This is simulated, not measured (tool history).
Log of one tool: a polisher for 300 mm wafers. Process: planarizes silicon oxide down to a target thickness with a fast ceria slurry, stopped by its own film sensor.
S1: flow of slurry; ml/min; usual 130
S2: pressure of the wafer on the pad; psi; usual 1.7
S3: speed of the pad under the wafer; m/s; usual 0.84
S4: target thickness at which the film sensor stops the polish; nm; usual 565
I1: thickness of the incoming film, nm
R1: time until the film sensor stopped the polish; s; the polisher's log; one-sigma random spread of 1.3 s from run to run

run,hour,S1,S2,S3,S4,I1,R1
1,0,130,1.7,0.84,565,1306.9,84.6
2,98.1,130,1.7,0.84,565,1296.7,84.8
3,185.7,130,1.7,0.84,565,1294.3,91.4
4,230.2,130,1.7,0.76,726,1290.3,78.2
# hour 237.7: worn pad replaced by a new one
5,337.1,130,1.7,0.76,726,1303.4,79
6,381.3,130,1.7,0.84,565,1276.4,93.1
# hour 400.2: slurry nozzle cleaned
# hour 406.5: head pressure recalibrated
7,628.6,130,1.7,0.84,565,1289.6,90.7
8,669,130,1.7,0.84,565,1309.4,95.2
# hour 685.1: worn pad replaced by a new one
9,720.6,130,1.3,0.96,565,1296,93.3
10,788.3,130,1.3,0.96,565,1286.3,96.4
# hour 804.9: slurry nozzle cleaned
11,870.3,130,1.9,0.84,565,1295.4,75.6
12,952.3,130,1.7,0.84,565,1290.3,83.1
# hour 1021.6: head pressure recalibrated
13,1032.5,130,1.7,0.84,565,1310.6,87.9
# hour 1094.1: worn pad replaced by a new one
14,1111.9,130,1.7,1,447,1295.4,81
15,1149.6,130,1.7,0.84,565,1302.4,87.8
# hour 1214.2: slurry nozzle cleaned
16,1216.4,130,2.1,0.84,565,1281.4,64.5
17,1309.5,130,1.7,0.84,565,1295.3,81.1
18,1354.8,130,1.7,0.84,326,1306.3,113.1
19,1454.7,130,1.7,0.84,565,1289.8,89.7
20,1528.7,110,1.5,0.7,565,1316.3,130.8
# hour 1553.9: worn pad replaced by a new one
21,1581,110,1.9,0.94,774,1327.2,57.7
22,1641.9,160,1.7,1.02,565,1319.5,71.7
# hour 1670.2: slurry nozzle cleaned
# hour 1670.3: head pressure recalibrated
23,1730.1,130,2.2,0.84,677,1303.4,57.2
24,1773.1,130,1.7,1.1,565,1276.5,60.9
25,1831.7,155,1.7,1.06,565,1310.5,65.7
26,1906.7,130,1.3,0.62,565,1319.9,150.5

Run 27 has not been measured yet. What should we expect?
# hour 1976: worn pad replaced by a new one
27,1977.1,130,1.7,0.84,565,1297.3,?

R1: 89.1 s
On a tool with no hidden condition, and with the same random variation, this run would have come out at R1 79.9 s.

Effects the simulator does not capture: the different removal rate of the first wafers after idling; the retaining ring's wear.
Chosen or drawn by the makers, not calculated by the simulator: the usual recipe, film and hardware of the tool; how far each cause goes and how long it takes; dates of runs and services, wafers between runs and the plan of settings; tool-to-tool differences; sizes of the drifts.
